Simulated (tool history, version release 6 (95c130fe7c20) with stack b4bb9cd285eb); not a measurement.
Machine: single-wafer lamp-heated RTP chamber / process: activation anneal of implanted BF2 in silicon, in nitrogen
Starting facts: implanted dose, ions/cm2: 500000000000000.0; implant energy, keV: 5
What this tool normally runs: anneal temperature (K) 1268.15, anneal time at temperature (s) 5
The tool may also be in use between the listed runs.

run     day  anneal temperature (K)  anneal time at temperature (s)  read-back reference wafer on the same gauge, sheet resistance  sheet resistance of the implanted and annealed layer (ohm/square)
  1   0.000                 1268.15                               5                                                         620.88                                                             513.63
  2   0.554                 1268.15                               6                                                         620.79                                                             496.86
  3   1.796                 1268.15                               6                                                         621.31                                                             491.56
      2.017  -- gauge calibrated
      2.667  -- reflector plate cleaned
  4   2.688                 1268.15                               6                                                         621.30                                                             493.32
  5   3.167                 1268.15                               5                                                         620.55                                                             508.92
  6   4.633                 1257.15                               4                                                         620.86                                                             573.62
  7   6.121                 1268.15                               5                                                         621.56                                                             505.90
  8   7.179                 1268.15                               5                                                         621.02                                                             504.92
      7.792  -- pyrometer window cleaned and pyrometer calibrated
  9   7.812                 1268.15                               5                                                         621.02                                                             516.38
 10   9.075                 1268.15                               5                                                         620.87                                                             520.81
 11   9.725                 1268.15                               5                                                         620.99                                                             515.77
 12  11.212                 1298.15                               8                                                         620.83                                                             398.81
 13  12.658                 1268.15                               5                                                         620.44                                                             508.88
 14  13.271                 1292.15                               5                                                         621.26                                                             436.39
     13.646  -- gauge calibrated
 15  14.638                 1293.15                               7                                                         621.20                                                             412.49
     15.325  -- reflector plate cleaned
 16  15.346                 1252.15                               3                                                         620.94                                                             623.07
 17  15.775                 1268.15                               3                                                         620.96                                                             554.68
 18  16.542                 1295.15                               3                                                         621.50                                                             469.85
 19  17.775                 1268.15                               5                                                         620.92                                                             508.36
     18.492  -- pyrometer window cleaned and pyrometer calibrated
 20  18.542                 1240.15                               5                                                         621.25                                                             646.99
 21  19.242                 1246.15                               6                                                         620.73                                                             598.98
 22  20.642                 1268.15                               5                                                         621.17                                                             516.08

Some steps in sheet resistance of the implanted and annealed layer (ohm/square), run to run, broken into two amounts with sign: the step expected even without the hidden condition (settings, incoming material, random variation), and the rest, left for the hidden condition together with whatever gauge scatter is not in both the measured and the hidden-condition-free result:
Hidden conditions of the tool in this case: true wafer temperature minus pyrometer reading, K; wafer temperature error from the tarnished reflector plate, K; gauge reads high (%).
Run 8 -> 9: pyrometer window cleaned and pyrometer calibrated. sheet resistance of the implanted and annealed layer (ohm/square) +11.46: hidden state +13.17, all else -1.71.
Run 15 -> 16: anneal temperature (K) 1293.15 -> 1252.15, anneal time at temperature (s) 7 -> 3, reflector plate cleaned. sheet resistance of the implanted and annealed layer (ohm/square) +210.58: hidden state -8.06, all else +218.64.
Run 19 -> 20: anneal temperature (K) 1268.15 -> 1240.15, pyrometer window cleaned and pyrometer calibrated. sheet resistance of the implanted and annealed layer (ohm/square) +138.63: hidden state +13.81, all else +124.82.
